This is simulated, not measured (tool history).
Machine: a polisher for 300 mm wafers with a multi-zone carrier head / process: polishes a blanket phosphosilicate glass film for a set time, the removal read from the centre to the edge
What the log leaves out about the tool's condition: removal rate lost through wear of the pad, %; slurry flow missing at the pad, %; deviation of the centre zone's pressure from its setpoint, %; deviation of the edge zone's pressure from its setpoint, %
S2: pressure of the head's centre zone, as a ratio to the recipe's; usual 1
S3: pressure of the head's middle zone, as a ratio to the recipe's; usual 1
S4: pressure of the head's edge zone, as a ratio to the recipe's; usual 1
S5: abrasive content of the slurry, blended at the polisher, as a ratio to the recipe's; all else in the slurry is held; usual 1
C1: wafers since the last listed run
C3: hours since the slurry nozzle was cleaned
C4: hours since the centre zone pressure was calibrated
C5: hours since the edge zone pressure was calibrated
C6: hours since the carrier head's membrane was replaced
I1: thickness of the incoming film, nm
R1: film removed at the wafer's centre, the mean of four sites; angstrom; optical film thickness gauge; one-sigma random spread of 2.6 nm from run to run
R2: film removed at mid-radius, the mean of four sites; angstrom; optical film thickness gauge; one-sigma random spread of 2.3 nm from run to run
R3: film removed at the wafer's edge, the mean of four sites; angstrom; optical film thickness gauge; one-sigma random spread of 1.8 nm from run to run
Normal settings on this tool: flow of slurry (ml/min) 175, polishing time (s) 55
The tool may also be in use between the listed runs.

{"run": 1, "hour": 0.0, "flow of slurry (ml/min)": 215, "S2": 1, "S3": 1, "S4": 1, "S5": 1, "polishing time (s)": 50, "C1": 0, "wafers polished on this pad": 3612, "C3": 86, "C4": 598.3, "C5": 448.1, "C6": 131.9, "I1": 4621.4, "R1": 2433, "R2": 2429, "R3": 2502}
{"hour": 28.6, "done": "centre zone pressure recalibrated"}
{"run": 2, "hour": 48.5, "flow of slurry (ml/min)": 215, "S2": 1, "S3": 1, "S4": 1, "S5": 1, "polishing time (s)": 50, "C1": 353, "wafers polished on this pad": 3965, "C3": 134.5, "C4": 19.9, "C5": 496.6, "C6": 180.4, "I1": 4809.5, "R1": 2435, "R2": 2394, "R3": 2489}
{"hour": 54.0, "done": "worn pad replaced by a new one"}
{"run": 3, "hour": 88.0, "flow of slurry (ml/min)": 175, "S2": 1, "S3": 0.9, "S4": 1.09, "S5": 1, "polishing time (s)": 55, "C1": 269, "wafers polished on this pad": 258, "C3": 174, "C4": 59.4, "C5": 536.1, "C6": 219.9, "I1": 4760.8, "R1": 2527, "R2": 2318, "R3": 2753}
{"run": 4, "hour": 193.1, "flow of slurry (ml/min)": 175, "S2": 1.06, "S3": 1, "S4": 1, "S5": 1, "polishing time (s)": 55, "C1": 798, "wafers polished on this pad": 1056, "C3": 279.1, "C4": 164.5, "C5": 641.2, "C6": 325, "I1": 4684.3, "R1": 2621, "R2": 2537, "R3": 2633}
{"run": 5, "hour": 277.2, "flow of slurry (ml/min)": 175, "S2": 1, "S3": 1, "S4": 1, "S5": 1, "polishing time (s)": 55, "C1": 638, "wafers polished on this pad": 1695, "C3": 363.2, "C4": 248.6, "C5": 725.3, "C6": 409.1, "I1": 4743.7, "R1": 2477, "R2": 2517, "R3": 2649}
{"hour": 446.5, "done": "slurry nozzle cleaned"}
{"run": 6, "hour": 537.9, "flow of slurry (ml/min)": 175, "S2": 1, "S3": 1, "S4": 1, "S5": 0.9, "polishing time (s)": 55, "C1": 1972, "wafers polished on this pad": 3667, "C3": 91.4, "C4": 509.3, "C5": 986, "C6": 669.8, "I1": 4708.2, "R1": 2470, "R2": 2515, "R3": 2604}
{"hour": 575.1, "done": "worn pad replaced by a new one"}
{"hour": 588.6, "done": "centre zone pressure recalibrated"}
{"run": 7, "hour": 750.9, "flow of slurry (ml/min)": 225, "S2": 1, "S3": 1.03, "S4": 0.94, "S5": 1, "polishing time (s)": 43, "C1": 1572, "wafers polished on this pad": 1320, "C3": 304.4, "C4": 162.3, "C5": 1199, "C6": 882.8, "I1": 4687.6, "R1": 2046, "R2": 2145, "R3": 2097}
{"run": 8, "hour": 840.8, "flow of slurry (ml/min)": 200, "S2": 1, "S3": 1, "S4": 1, "S5": 1, "polishing time (s)": 55, "C1": 682, "wafers polished on this pad": 2002, "C3": 394.3, "C4": 252.2, "C5": 1288.9, "C6": 972.7, "I1": 4749.4, "R1": 2579, "R2": 2616, "R3": 2713}
{"hour": 901.1, "done": "edge zone pressure recalibrated"}
{"run": 9, "hour": 938.9, "flow of slurry (ml/min)": 215, "S2": 1, "S3": 1, "S4": 1, "S5": 1, "polishing time (s)": 55, "C1": 729, "wafers polished on this pad": 2732, "C3": 492.4, "C4": 350.3, "C5": 37.8, "C6": 1070.8, "I1": 4793.6, "R1": 2665, "R2": 2593, "R3": 2725}
{"run": 10, "hour": 1011.9, "flow of slurry (ml/min)": 175, "S2": 1, "S3": 1, "S4": 0.9, "S5": 1, "polishing time (s)": 42, "C1": 554, "wafers polished on this pad": 3287, "C3": 565.4, "C4": 423.3, "C5": 110.8, "C6": 1143.8, "I1": 4625.4, "R1": 1897, "R2": 1907, "R3": 1941}
{"hour": 1054.4, "done": "slurry nozzle cleaned"}
{"run": 11, "hour": 1110.9, "flow of slurry (ml/min)": 175, "S2": 1, "S3": 1, "S4": 1, "S5": 1, "polishing time (s)": 55, "C1": 744, "wafers polished on this pad": 4031, "C3": 56.5, "C4": 522.3, "C5": 209.8, "C6": 1242.8, "I1": 4731.2, "R1": 2640, "R2": 2617, "R3": 2731}
{"hour": 1128.3, "done": "centre zone pressure recalibrated"}
{"run": 12, "hour": 1154.0, "flow of slurry (ml/min)": 175, "S2": 1, "S3": 1, "S4": 1, "S5": 1.2, "polishing time (s)": 55, "C1": 312, "wafers polished on this pad": 4343, "C3": 99.6, "C4": 25.7, "C5": 252.9, "C6": 1285.9, "I1": 4702.5, "R1": 2763, "R2": 2763, "R3": 2903}
{"hour": 1163.5, "done": "worn pad replaced by a new one"}
{"run": 13, "hour": 1249.8, "flow of slurry (ml/min)": 175, "S2": 0.93, "S3": 1, "S4": 0.96, "S5": 1, "polishing time (s)": 55, "C1": 697, "wafers polished on this pad": 655, "C3": 195.4, "C4": 121.5, "C5": 348.7, "C6": 1381.7, "I1": 4702.7, "R1": 2347, "R2": 2565, "R3": 2652}
{"hour": 1296.5, "done": "carrier head's membrane replaced by a new one"}
{"run": 14, "hour": 1315.5, "flow of slurry (ml/min)": 175, "S2": 1, "S3": 1, "S4": 1, "S5": 1, "polishing time (s)": 55, "C1": 460, "wafers polished on this pad": 1116, "C3": 261.1, "C4": 187.2, "C5": 414.4, "C6": 19, "I1": 4603.3, "R1": 2530, "R2": 2566, "R3": 2647}
{"run": 15, "hour": 1376.3, "flow of slurry (ml/min)": 175, "S2": 1, "S3": 1, "S4": 1, "S5": 1, "polishing time (s)": 67, "C1": 461, "wafers polished on this pad": 1578, "C3": 321.9, "C4": 248, "C5": 475.2, "C6": 79.8, "I1": 4666.9, "R1": 3100, "R2": 3053, "R3": 3204}
{"run": 16, "hour": 1427.4, "flow of slurry (ml/min)": 175, "S2": 0.94, "S3": 1, "S4": 1, "S5": 1, "polishing time (s)": 55, "C1": 388, "wafers polished on this pad": 1966, "C3": 373, "C4": 299.1, "C5": 526.3, "C6": 130.9, "I1": 4724.2, "R1": 2332, "R2": 2533, "R3": 2662}
{"run": 17, "hour": 1532.1, "flow of slurry (ml/min)": 225, "S2": 1, "S3": 1, "S4": 0.97, "S5": 1, "polishing time (s)": 55, "C1": 795, "wafers polished on this pad": 2761, "C3": 477.7, "C4": 403.8, "C5": 631, "C6": 235.6, "I1": 4677.1, "R1": 2702, "R2": 2647, "R3": 2673}
{"run": 18, "hour": 1626.9, "flow of slurry (ml/min)": 175, "S2": 1, "S3": 1, "S4": 1, "S5": 1.15, "polishing time (s)": 71, "C1": 719, "wafers polished on this pad": 3481, "C3": 572.5, "C4": 498.6, "C5": 725.8, "C6": 330.4, "I1": 4767.7, "R1": 3406, "R2": 3395, "R3": 3621}
{"hour": 1671.6, "done": "slurry nozzle cleaned"}
{"run": 19, "hour": 1677.5, "flow of slurry (ml/min)": 175, "S2": 1, "S3": 1, "S4": 1, "S5": 1, "polishing time (s)": 55, "C1": 376, "wafers polished on this pad": 3857, "C3": 5.9, "C4": 549.2, "C5": 776.4, "C6": 381, "I1": 4642.7, "R1": 2621, "R2": 2644, "R3": 2704}
{"hour": 1691.4, "done": "worn pad replaced by a new one"}
{"run": 20, "hour": 1771.9, "flow of slurry (ml/min)": 190, "S2": 1, "S3": 0.94, "S4": 0.96, "S5": 0.9, "polishing time (s)": 55, "C1": 686, "wafers polished on this pad": 611, "C3": 100.3, "C4": 643.6, "C5": 870.8, "C6": 475.4, "I1": 4662.6, "R1": 2520, "R2": 2386, "R3": 2569}

Hidden state or all else? Some run-to-run changes of R1, split into what the settings, what came in and random variation would give without the hidden state, and what is left for the hidden state (with any gauge scatter that isn't in both results):
Run 5 -> 6: S5 1 -> 0.9, slurry nozzle cleaned. R1 -7 angstrom: hidden state +93, all else -100.
Run 9 -> 10: flow of slurry (ml/min) 215 -> 175, S4 1 -> 0.9, polishing time (s) 55 -> 42. R1 -768 angstrom: hidden state +10, all else -778.
Run 18 -> 19: S5 1.15 -> 1, polishing time (s) 71 -> 55, slurry nozzle cleaned. R1 -785 angstrom: hidden state +201, all else -986.
